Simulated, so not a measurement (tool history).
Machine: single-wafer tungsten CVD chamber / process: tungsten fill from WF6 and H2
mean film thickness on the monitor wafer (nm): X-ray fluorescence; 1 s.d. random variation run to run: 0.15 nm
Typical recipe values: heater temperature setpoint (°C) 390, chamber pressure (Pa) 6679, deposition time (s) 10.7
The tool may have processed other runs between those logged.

run,day,heater temperature setpoint (°C),chamber pressure (Pa),deposition time (s),"read-back reference wafer on the same gauge, thickness_nm",mean film thickness on the monitor wafer (nm)
1,0,402,6679,10.7,33.394,38.627
2,3.867,402,6679,10.7,33.427,38.893
3,5.404,402,6679,10.7,33.413,39.228
# day 6.267: thermocouple changed; heater temperature recalibrated
4,9.471,390,6679,10.7,33.37,30.01
5,13.912,390,6679,10.7,33.424,30.075
6,15.729,390,6679,10.7,33.39,29.757
7,18.512,390,6679,10.7,33.39,30.224
8,24.146,390,6679,10.7,33.42,30.336
9,28.121,390,6679,10.7,33.463,30.388
10,30.346,390,6679,10.7,33.396,30.761
11,32.658,390,6679,10.7,33.483,31.02
12,35.212,390,6679,10.7,33.42,30.858
13,38.875,400,6679,12.1,33.35,41.834
# day 41.296: gauge calibrated
14,46.658,400,6679,12.1,33.351,42.256
15,48.238,400,6679,12.1,33.461,42.599
16,50.508,376,6679,8.6,33.442,20.236
# day 52.2: thermocouple changed; heater temperature recalibrated
17,52.221,390,5680,10.7,33.394,27.203
# day 54.708: showerhead replaced
18,54.729,390,6679,8.6,33.42,24.052

Forecast run 19:
19,64.808,395,5986,11.5,?,?

read-back reference wafer on the same gauge, thickness_nm: 33.434
mean film thickness on the monitor wafer (nm): 32.928
Minus the tool's unlogged condition, the same run would have read mean film thickness on the monitor wafer (nm) 32.899.
